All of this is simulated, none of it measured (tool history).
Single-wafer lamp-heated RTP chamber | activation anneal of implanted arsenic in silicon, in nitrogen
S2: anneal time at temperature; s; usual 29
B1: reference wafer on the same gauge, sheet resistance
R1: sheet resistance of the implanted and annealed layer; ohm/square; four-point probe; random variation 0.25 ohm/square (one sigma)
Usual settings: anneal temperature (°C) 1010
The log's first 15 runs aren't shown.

run 16 day=47.633 | anneal_temperature_(°C)=1029 S2=29 | B1=125.63 | R1=110.53
-- day=49.712 reflector plate cleaned
run 17 day=51.154 | anneal_temperature_(°C)=1023 S2=36 | B1=125.59 | R1=109.04
run 18 day=53.312 | anneal_temperature_(°C)=1036 S2=33 | B1=125.56 | R1=107.59
run 19 day=55.958 | anneal_temperature_(°C)=1010 S2=29 | B1=125.47 | R1=115.66
run 20 day=58.679 | anneal_temperature_(°C)=1027 S2=21 | B1=125.49 | R1=114.16
-- day=62.912 pyrometer window cleaned and pyrometer calibrated
run 21 day=63.004 | anneal_temperature_(°C)=996 S2=15 | B1=125.45 | R1=127.49
run 22 day=66.542 | anneal_temperature_(°C)=1010 S2=22 | B1=125.36 | R1=118.58
run 23 day=68.15 | anneal_temperature_(°C)=988 S2=23 | B1=125.32 | R1=125.62
run 24 day=70.942 | anneal_temperature_(°C)=1010 S2=16 | B1=125.41 | R1=122.08
-- day=73.25 gauge calibrated
run 25 day=73.379 | anneal_temperature_(°C)=1010 S2=29 | B1=126.84 | R1=116.45
-- day=77.354 reflector plate cleaned
run 26 day=77.629 | anneal_temperature_(°C)=1010 S2=29 | B1=126.69 | R1=116.44
-- day=82.925 pyrometer window cleaned and pyrometer calibrated
run 27 day=89.167 | anneal_temperature_(°C)=1021 S2=38 | B1=126.05 | R1=109.47
run 28 day=93.396 | anneal_temperature_(°C)=987 S2=17 | B1=126.01 | R1=130.38
run 29 day=96.704 | anneal_temperature_(°C)=1010 S2=37 | B1=125.85 | R1=113.12
run 30 day=100.154 | anneal_temperature_(°C)=1002 S2=29 | B1=125.7 | R1=118.89
-- day=101.896 reflector plate cleaned
run 31 day=102.846 | anneal_temperature_(°C)=1001 S2=29 | B1=125.68 | R1=118.37
-- day=104.921 pyrometer window cleaned and pyrometer calibrated
run 32 day=107.117 | anneal_temperature_(°C)=1010 S2=29 | B1=125.63 | R1=115.39
run 33 day=110.679 | anneal_temperature_(°C)=988 S2=29 | B1=125.52 | R1=123.12
run 34 day=112.562 | anneal_temperature_(°C)=1010 S2=29 | B1=125.55 | R1=115.67

Forecast each of these 3 alternatives for the next run:
run A day=112.579 | anneal_temperature_(°C)=1010 S2=24 | B1=? | R1=?
run B day=112.579 | anneal_temperature_(°C)=1010 S2=13 | B1=? | R1=?
run C day=112.579 | anneal_temperature_(°C)=1034 S2=12 | B1=? | R1=?

run=A B1=125.52 R1=117.39
run=B B1=125.52 R1=124.41
run=C B1=125.52 R1=118.26
Without the tool's hidden state the same runs would have given:
run=A R1=118.79
run=B R1=125.89
run=C R1=119.67
